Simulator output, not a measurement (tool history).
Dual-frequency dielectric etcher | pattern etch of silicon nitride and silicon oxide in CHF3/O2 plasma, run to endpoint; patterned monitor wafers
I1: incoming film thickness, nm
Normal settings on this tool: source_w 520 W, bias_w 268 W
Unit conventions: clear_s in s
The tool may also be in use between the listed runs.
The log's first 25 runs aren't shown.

Run 26, day 67.246: usual settings but source_w 630 W, bias_w 216 W; I1 275.1. Result: clear_s 152.9 s.
Run 27, day 69.646: usual settings but source_w 590 W, bias_w 322 W; I1 276.7. Result: clear_s 145.0 s.
At day 71.792: wet clean of the chamber.
Run 28, day 72.004: usual settings; I1 275.3. Result: clear_s 156.8 s.
Run 29, day 73.079: usual settings but source_w 490 W, bias_w 248 W; I1 276.5. Result: clear_s 164.6 s.
Run 30, day 75.992: usual settings; I1 274.9. Result: clear_s 157.7 s.
Run 31, day 77.025: usual settings but source_w 600 W, bias_w 207 W; I1 274.6. Result: clear_s 155.2 s.
Run 32, day 79.254: usual settings but source_w 590 W, bias_w 213 W; I1 277.1. Result: clear_s 157.6 s.
Run 33, day 80.279: usual settings but source_w 440 W, bias_w 226 W; I1 276.2. Result: clear_s 174.5 s.
Run 34, day 81.846: usual settings but source_w 450 W; I1 273.2. Result: clear_s 165.0 s.
Run 35, day 84.338: usual settings; I1 277.1. Result: clear_s 158.2 s.

4 options for the next run, each taken on its own from the tool as it stands now. Forecast them:
Run A, day 84.358: usual settings; I1 278.2. Result: clear_s ?.
Run B, day 84.358: usual settings but source_w 480 W, bias_w 318 W; I1 278.2. Result: clear_s ?.
Run C, day 84.358: usual settings but source_w 400 W, bias_w 302 W; I1 278.2. Result: clear_s ?.
Run D, day 84.358: usual settings but source_w 560 W, bias_w 245 W; I1 278.2. Result: clear_s ?.

run  clear_s
  A    158.8
  B    157.9
  C    171.7
  D    157.0
Take away the tool's hidden state, keep each run's random variation, and the runs would have read:
run  clear_s
  A    158.8
  B    157.9
  C    171.7
  D    157.0

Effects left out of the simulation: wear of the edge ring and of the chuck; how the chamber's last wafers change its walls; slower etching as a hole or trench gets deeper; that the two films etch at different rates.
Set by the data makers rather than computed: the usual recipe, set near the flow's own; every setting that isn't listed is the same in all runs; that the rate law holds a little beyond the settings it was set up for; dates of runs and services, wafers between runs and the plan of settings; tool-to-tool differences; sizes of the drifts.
